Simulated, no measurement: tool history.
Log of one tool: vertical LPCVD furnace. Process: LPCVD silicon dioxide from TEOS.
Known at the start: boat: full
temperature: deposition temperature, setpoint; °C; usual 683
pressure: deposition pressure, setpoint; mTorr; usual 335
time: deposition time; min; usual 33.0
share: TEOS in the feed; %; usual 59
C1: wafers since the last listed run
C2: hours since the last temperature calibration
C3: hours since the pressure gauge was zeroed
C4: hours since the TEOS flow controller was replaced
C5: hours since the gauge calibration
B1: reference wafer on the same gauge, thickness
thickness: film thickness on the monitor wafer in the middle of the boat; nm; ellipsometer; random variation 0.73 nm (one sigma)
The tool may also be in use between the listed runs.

Run 1, day 0.000: usual settings but pressure 310 mTorr, time 26.0 min; C1 0; C2 1360.4; C3 2004.0; C4 1273.3; C5 122.6; B1 164.11. Result: thickness 122.81 nm.
Run 2, day 3.354: usual settings; C1 1343; C2 1440.9; C3 2084.5; C4 1353.8; C5 203.1; B1 163.92. Result: thickness 162.94 nm.
Run 3, day 7.742: usual settings; C1 1756; C2 1546.2; C3 2189.8; C4 1459.1; C5 308.4; B1 163.93. Result: thickness 161.36 nm.
Run 4, day 9.429: usual settings; C1 675; C2 1586.7; C3 2230.3; C4 1499.6; C5 348.9; B1 163.92. Result: thickness 161.34 nm.
Run 5, day 12.975: usual settings; C1 1419; C2 1671.8; C3 2315.4; C4 1584.7; C5 434.0; B1 164.03. Result: thickness 161.84 nm.
Run 6, day 15.088: usual settings; C1 845; C2 1722.5; C3 2366.1; C4 1635.4; C5 484.7; B1 163.91. Result: thickness 160.91 nm.
Run 7, day 20.988: usual settings; C1 2362; C2 1864.1; C3 2507.7; C4 1777.0; C5 626.3; B1 163.94. Result: thickness 161.13 nm.
Run 8, day 25.029: usual settings; C1 1618; C2 1961.1; C3 2604.7; C4 1874.0; C5 723.3; B1 163.89. Result: thickness 161.38 nm.
At day 33.612: TEOS flow controller replaced.
Run 9, day 38.046: usual settings; C1 4811; C2 2273.5; C3 2917.1; C4 106.4; C5 1035.7; B1 164.00. Result: thickness 160.79 nm.
Run 10, day 42.417: usual settings; C1 1750; C2 2378.4; C3 3022.0; C4 211.3; C5 1140.6; B1 163.98. Result: thickness 160.74 nm.
Run 11, day 46.625: usual settings but time 25.5 min; C1 1685; C2 2479.4; C3 3123.0; C4 312.3; C5 1241.6; B1 164.07. Result: thickness 124.16 nm.
Run 12, day 48.421: usual settings but share 66 %; C1 719; C2 2522.5; C3 3166.1; C4 355.4; C5 1284.7; B1 163.71. Result: thickness 169.88 nm.
Run 13, day 51.867: usual settings but share 66 %; C1 1379; C2 2605.2; C3 3248.8; C4 438.1; C5 1367.4; B1 164.04. Result: thickness 169.52 nm.
Run 14, day 55.358: usual settings; C1 1398; C2 2689.0; C3 3332.6; C4 521.9; C5 1451.2; B1 164.03. Result: thickness 159.77 nm.
Run 15, day 67.046: usual settings but pressure 295 mTorr, time 39.5 min; C1 4679; C2 2969.5; C3 3613.1; C4 802.4; C5 1731.7; B1 163.83. Result: thickness 176.92 nm.
At day 69.767: pressure gauge zeroed.
Run 16, day 70.917: usual settings but temperature 691 °C; C1 1149; C2 3062.4; C3 27.6; C4 895.3; C5 1824.6; B1 164.11. Result: thickness 199.47 nm.
At day 73.342: thermocouples replaced and temperature profile calibrated.
Run 17, day 73.554: usual settings but temperature 672 °C, pressure 310 mTorr, time 29.0 min, share 52 %; C1 655; C2 5.1; C3 90.9; C4 958.6; C5 1887.9; B1 164.13. Result: thickness 97.69 nm.
Run 18, day 75.592: usual settings but pressure 365 mTorr, time 24.0 min; C1 815; C2 54.0; C3 139.8; C4 1007.5; C5 1936.8; B1 164.01. Result: thickness 121.04 nm.
At day 77.817: gauge calibrated.
Run 19, day 78.242: usual settings but temperature 676 °C, pressure 360 mTorr, time 44.5 min; C1 1061; C2 117.6; C3 203.4; C4 1071.1; C5 10.2; B1 163.94. Result: thickness 188.99 nm.
Run 20, day 82.358: usual settings but temperature 695 °C; C1 1648; C2 216.4; C3 302.2; C4 1169.9; C5 109.0; B1 164.05. Result: thickness 213.97 nm.
Run 21, day 85.958: usual settings but temperature 672 °C, pressure 310 mTorr, time 29.0 min, share 52 %; C1 1441; C2 302.8; C3 388.6; C4 1256.3; C5 195.4; B1 164.09. Result: thickness 97.58 nm.
Run 22, day 87.675: usual settings but temperature 674 °C, time 24.0 min; C1 687; C2 344.0; C3 429.8; C4 1297.5; C5 236.6; B1 164.03. Result: thickness 94.30 nm.
Run 23, day 91.996: usual settings but temperature 691 °C; C1 1730; C2 447.7; C3 533.5; C4 1401.2; C5 340.3; B1 164.03. Result: thickness 194.77 nm.
Run 24, day 94.183: usual settings but time 40.0 min; C1 875; C2 500.2; C3 586.0; C4 1453.7; C5 392.8; B1 164.07. Result: thickness 196.54 nm.
Run 25, day 98.479: usual settings but pressure 285 mTorr; C1 1720; C2 603.3; C3 689.1; C4 1556.8; C5 495.9; B1 163.82. Result: thickness 149.18 nm.
Run 26, day 99.992: usual settings but temperature 691 °C, time 43.0 min, share 68 %; C1 605; C2 639.6; C3 725.4; C4 1593.1; C5 532.2; B1 164.24. Result: thickness 271.27 nm.
Run 27, day 103.533: usual settings but temperature 687 °C, time 37.5 min; C1 1418; C2 724.6; C3 810.4; C4 1678.1; C5 617.2; B1 163.99. Result: thickness 202.01 nm.
Run 28, day 105.838: usual settings but temperature 688 °C, time 20.0 min; C1 922; C2 779.9; C3 865.7; C4 1733.4; C5 672.5; B1 163.73. Result: thickness 110.99 nm.
Run 29, day 110.250: usual settings; C1 1766; C2 885.8; C3 971.6; C4 1839.3; C5 778.4; B1 163.95. Result: thickness 162.21 nm.
Run 30, day 114.400: usual settings but temperature 676 °C, time 46.0 min; C1 1661; C2 985.4; C3 1071.2; C4 1938.9; C5 878.0; B1 163.82. Result: thickness 190.59 nm.

What the log doesn't show, run by run:
deviation of the TEOS flow from its setpoint, %: 0 in every run
gauge reads high (%): 0 in every run
H1: true tube temperature minus thermocouple reading, K
H2: true pressure minus gauge reading, mTorr
run     H1     H2
  1  0.948  -3.95
  2  0.972  -4.48
  3      1  -5.21
  4   1.01   -5.5
  5   1.03  -6.12
  6   1.04   -6.5
  7   1.07  -7.62
  8   1.09  -8.42
  9   1.13  -11.2
 10   1.14  -12.2
 11   1.15  -13.2
 12   1.16  -13.7
 13   1.17  -14.5
 14   1.17  -15.4
 15   1.19  -18.5
 16    1.2  -1.54
 17  0.285  -1.55
 18  0.341  -1.57
 19  0.409  -1.61
 20  0.508  -1.69
 21  0.586  -1.78
 22  0.621  -1.84
 23  0.703     -2
 24  0.742  -2.09
 25  0.812  -2.31
 26  0.835  -2.39
 27  0.886   -2.6
 28  0.917  -2.75
 29  0.971  -3.06
 30   1.02  -3.39
